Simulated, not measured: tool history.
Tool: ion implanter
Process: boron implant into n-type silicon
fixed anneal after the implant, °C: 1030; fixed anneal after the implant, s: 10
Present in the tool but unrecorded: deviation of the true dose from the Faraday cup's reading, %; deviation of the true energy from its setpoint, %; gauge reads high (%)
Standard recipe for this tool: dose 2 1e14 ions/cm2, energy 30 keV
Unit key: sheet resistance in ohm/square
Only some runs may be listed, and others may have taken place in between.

run,hour,dose,energy,wafers since the last listed run,hours since the last dose calibration,hours since the extraction supply was calibrated,hours since the gauge calibration,"read-back reference wafer on the same gauge, sheet resistance",sheet resistance
1,0,1.72,30,0,921.8,621.9,227.2,493.17,509.39
2,123.8,2.23,30,3474,1045.6,745.7,351,492.54,417.01
3,170.9,2.23,30,1322,1092.7,792.8,398.1,492.85,415.68
4,213.3,2,30,1190,1135.1,835.2,440.5,493.04,453.92
5,282.3,2,30,1936,1204.1,904.2,509.5,493.22,454.25
6,367.6,2,30,2394,1289.4,989.5,594.8,493.48,453.46
7,454.8,2,30,2447,1376.6,1076.7,682,493.37,451.8
8,561.9,2,30,3006,1483.7,1183.8,789.1,492.89,453.38
# hour 582.1: Faraday cup replaced and dose calibrated
9,612.4,2.38,24,1192,30.3,1234.3,839.6,492.7,417.44
10,668.9,2.38,24,1585,86.8,1290.8,896.1,492.74,414.26
11,735,2,30,1855,152.9,1356.9,962.2,492.85,460.47
12,831,2,35.5,2694,248.9,1452.9,1058.2,493.49,452.49
13,935.7,2,24.5,2938,353.6,1557.6,1162.9,492.93,468.81
14,1041.2,2,25,2961,459.1,1663.1,1268.4,492.71,469.56
15,1283,1.76,23,6787,700.9,1904.9,1510.2,493.35,525
# hour 1375.7: extraction supply calibrated
16,1387.5,1.43,30,2708,805.4,11.8,1614.7,492.93,594.31
17,1444.1,1.78,19.5,1588,862,68.4,1671.3,493.34,527.53
18,1533.2,2,30,2500,951.1,157.5,1760.4,492.53,455.94
19,1623.6,1.76,23,2537,1041.5,247.9,1850.8,492.78,519.58
20,1683.1,2.38,30,1670,1101,307.4,1910.3,493.03,397.27
# hour 1734.5: gauge calibrated
# hour 1796.8: Faraday cup replaced and dose calibrated
21,1955.6,2.25,21,7424,158.8,579.9,221.1,493.12,435.22
22,2059.7,2,30,2922,262.9,684,325.2,493.28,458.9
23,2135,1.43,34,2113,338.2,759.3,400.5,492.97,583.62
24,2221.5,2.45,38,2427,424.7,845.8,487,493.15,379.5
25,2286.7,2,30,1830,489.9,911,552.2,492.38,455.38

3 options for the next run, each taken on its own from the tool as it stands now. Forecast them:
A,2287.1,2,30,11,490.3,911.4,552.6,?,?
B,2287.1,2.18,30,11,490.3,911.4,552.6,?,?
C,2287.1,2,34.5,11,490.3,911.4,552.6,?,?

run,"read-back reference wafer on the same gauge, sheet resistance",sheet resistance
A,493.19,455.66
B,493.19,425.81
C,493.19,447.58
With the hidden condition removed and each run's random variation left untouched, the same runs would have given:
run,sheet resistance
A,465.95
B,435.49
C,457.53
